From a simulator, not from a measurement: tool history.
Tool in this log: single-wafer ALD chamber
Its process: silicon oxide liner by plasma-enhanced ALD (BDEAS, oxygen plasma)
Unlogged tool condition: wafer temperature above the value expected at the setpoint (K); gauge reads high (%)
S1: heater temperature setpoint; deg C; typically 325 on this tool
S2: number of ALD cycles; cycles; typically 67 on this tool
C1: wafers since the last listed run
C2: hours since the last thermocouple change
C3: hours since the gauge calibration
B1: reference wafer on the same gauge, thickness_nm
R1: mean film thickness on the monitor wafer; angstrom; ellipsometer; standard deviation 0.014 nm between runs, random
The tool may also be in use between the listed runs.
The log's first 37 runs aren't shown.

Run 38, day 44.504: usual settings but S1 339 deg C, S2 72 cycles; C1 170; C2 443.7; C3 449.8; B1 6.608. Result: R1 60.35 angstrom.
Run 39, day 45.788: usual settings; C1 210; C2 474.5; C3 480.6; B1 6.604. Result: R1 57.24 angstrom.
Run 40, day 46.683: usual settings but S1 316 deg C, S2 74 cycles; C1 147; C2 496.0; C3 502.1; B1 6.604. Result: R1 64.22 angstrom.
Run 41, day 47.933: usual settings; C1 205; C2 526.0; C3 532.1; B1 6.611. Result: R1 57.47 angstrom.
Run 42, day 48.733: usual settings; C1 131; C2 545.2; C3 551.3; B1 6.610. Result: R1 57.45 angstrom.
Run 43, day 49.771: usual settings but S2 73 cycles; C1 170; C2 570.1; C3 576.2; B1 6.617. Result: R1 62.54 angstrom.
Run 44, day 51.075: usual settings but S1 330 deg C, S2 76 cycles; C1 214; C2 601.4; C3 607.5; B1 6.605. Result: R1 64.99 angstrom.
Run 45, day 52.438: usual settings but S1 331 deg C, S2 57 cycles; C1 223; C2 634.1; C3 640.2; B1 6.618. Result: R1 48.69 angstrom.
At day 53.708: gauge calibrated.
Run 46, day 53.883: usual settings but S1 339 deg C, S2 72 cycles; C1 237; C2 668.8; C3 4.2; B1 6.469. Result: R1 58.95 angstrom.

5 options for the next run, each taken on its own from the tool as it stands now. Forecast them:
Run A, day 53.904: usual settings but S1 331 deg C; C1 3; C2 669.3; C3 4.7; B1 ?. Result: R1 ?.
Run B, day 53.904: usual settings but S2 59 cycles; C1 3; C2 669.3; C3 4.7; B1 ?. Result: R1 ?.
Run C, day 53.904: usual settings but S1 333 deg C, S2 80 cycles; C1 3; C2 669.3; C3 4.7; B1 ?. Result: R1 ?.
Run D, day 53.904: usual settings but S2 56 cycles; C1 3; C2 669.3; C3 4.7; B1 ?. Result: R1 ?.
Run E, day 53.904: usual settings but S1 313 deg C, S2 76 cycles; C1 3; C2 669.3; C3 4.7; B1 ?. Result: R1 ?.

run     B1     R1
  A  6.466  55.67
  B  6.466  49.51
  C  6.466  66.25
  D  6.466  47.00
  E  6.466  65.04
Stripped of hidden state, with their random variation kept, the same runs would have yielded:
run     R1
  A  55.63
  B  49.47
  C  66.20
  D  46.96
  E  64.99

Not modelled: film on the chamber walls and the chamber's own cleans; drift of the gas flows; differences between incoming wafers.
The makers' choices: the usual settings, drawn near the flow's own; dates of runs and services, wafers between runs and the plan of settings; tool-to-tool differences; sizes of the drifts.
